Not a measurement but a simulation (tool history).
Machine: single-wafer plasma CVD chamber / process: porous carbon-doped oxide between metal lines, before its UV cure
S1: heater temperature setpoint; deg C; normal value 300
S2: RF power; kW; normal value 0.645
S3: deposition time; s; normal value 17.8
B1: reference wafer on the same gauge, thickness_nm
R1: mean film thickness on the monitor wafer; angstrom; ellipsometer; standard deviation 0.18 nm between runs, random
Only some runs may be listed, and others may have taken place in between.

Run 1, hour 0: usual settings but S1 290 deg C, S2 0.585 kW; B1 103.915. Result: R1 1142.57 angstrom.
Run 2, hour 9: usual settings; B1 103.982. Result: R1 1131.5 angstrom.
Run 3, hour 17.6: usual settings; B1 104.065. Result: R1 1133.61 angstrom.
Run 4, hour 32.3: usual settings; B1 103.99. Result: R1 1130.06 angstrom.
Run 5, hour 40.7: usual settings but S2 0.68 kW; B1 104.023. Result: R1 1161.53 angstrom.
Run 6, hour 47.7: usual settings; B1 103.963. Result: R1 1127.83 angstrom.
Run 7, hour 64.3: usual settings; B1 104.008. Result: R1 1127.13 angstrom.
Run 8, hour 81.5: usual settings; B1 104.006. Result: R1 1126.49 angstrom.
Run 9, hour 105: usual settings; B1 103.95. Result: R1 1125.56 angstrom.
Run 10, hour 112.9: usual settings; B1 104.048. Result: R1 1125.63 angstrom.
Run 11, hour 122.1: usual settings but S2 0.7 kW; B1 104.006. Result: R1 1175.42 angstrom.
Run 12, hour 130: usual settings but S2 0.7 kW; B1 103.897. Result: R1 1172.08 angstrom.
Run 13, hour 147.1: usual settings but S2 0.7 kW; B1 104.005. Result: R1 1174.49 angstrom.
At hour 156.1: thermocouple changed; heater temperature recalibrated.
Run 14, hour 156.6: usual settings but S2 0.575 kW; B1 103.905. Result: R1 1088.99 angstrom.
Run 15, hour 167.4: usual settings but S1 306 deg C, S3 15.2 s; B1 104.015. Result: R1 958.03 angstrom.
Run 16, hour 179.8: usual settings; B1 103.975. Result: R1 1152.98 angstrom.
Run 17, hour 195.1: usual settings but S1 310 deg C, S2 0.52 kW, S3 19.3 s; B1 103.948. Result: R1 1054.14 angstrom.
At hour 203.5: showerhead replaced.
Run 18, hour 204.8: usual settings but S1 313 deg C; B1 104.044. Result: R1 1071.88 angstrom.
Run 19, hour 216: usual settings but S1 286 deg C, S2 0.74 kW, S3 19.3 s; B1 103.961. Result: R1 1457.88 angstrom.
At hour 236.4: RF generator calibrated.
Run 20, hour 236.9: usual settings but S1 290 deg C, S2 0.75 kW, S3 19 s; B1 103.994. Result: R1 1479.22 angstrom.
Run 21, hour 243.4: usual settings; B1 103.927. Result: R1 1210.24 angstrom.
At hour 248.1: gauge calibrated.
Run 22, hour 261.2: usual settings but S3 16.4 s; B1 104.03. Result: R1 1120.46 angstrom.
Run 23, hour 268.6: usual settings but S1 305 deg C, S2 0.525 kW, S3 19.5 s; B1 103.949. Result: R1 1155.17 angstrom.
Run 24, hour 282: usual settings but S1 286 deg C, S2 0.545 kW, S3 20 s; B1 104.049. Result: R1 1353.3 angstrom.
Run 25, hour 291.7: usual settings but S2 0.535 kW; B1 103.989. Result: R1 1098.3 angstrom.
Run 26, hour 302.6: usual settings but S3 20.1 s; B1 104.107. Result: R1 1358.21 angstrom.
Run 27, hour 309.4: usual settings; B1 104.034. Result: R1 1207.45 angstrom.
Run 28, hour 315.5: usual settings; B1 103.991. Result: R1 1208.81 angstrom.
Run 29, hour 335.8: usual settings but S1 307 deg C, S2 0.605 kW; B1 103.959. Result: R1 1124.78 angstrom.
Run 30, hour 356.1: usual settings but S1 290 deg C, S2 0.77 kW, S3 18.8 s; B1 103.998. Result: R1 1480.68 angstrom.
Run 31, hour 374: usual settings but S1 311 deg C, S2 0.745 kW, S3 15.7 s; B1 103.98. Result: R1 1078.06 angstrom.
Run 32, hour 389.9: usual settings but S1 306 deg C, S2 0.575 kW, S3 19.5 s; B1 104.072. Result: R1 1195.76 angstrom.
Run 33, hour 407.1: usual settings but S1 294 deg C, S2 0.61 kW, S3 16.4 s; B1 104.003. Result: R1 1118.23 angstrom.

Difference, measured minus no-hidden-state, one row per run. Run-to-run variation is common to both terms; the gauge's own scatter need not be:
The tool's hidden condition here consists of: wafer temperature above the value expected at the setpoint (K); delivered RF power above the setpoint (%); gauge reads high (%).
run      R1
  1  -82.58
  2  -80.44
  3  -81.16
  4  -81.87
  5  -84.28
  6  -82.73
  7  -83.78
  8  -84.87
  9  -86.37
 10  -86.91
 11  -90.65
 12  -90.95
 13  -92.34
 14  -54.22
 15     -48
 16  -58.28
 17  -54.97
 18  -55.09
 19  -74.44
 20   -2.18
 21      -2
 22   -2.49
 23   -2.88
 24   -3.98
 25   -3.53
 26   -4.84
 27   -4.57
 28   -4.82
 29   -5.22
 30   -7.85
 31   -6.25
 32    -7.7
 33   -7.91

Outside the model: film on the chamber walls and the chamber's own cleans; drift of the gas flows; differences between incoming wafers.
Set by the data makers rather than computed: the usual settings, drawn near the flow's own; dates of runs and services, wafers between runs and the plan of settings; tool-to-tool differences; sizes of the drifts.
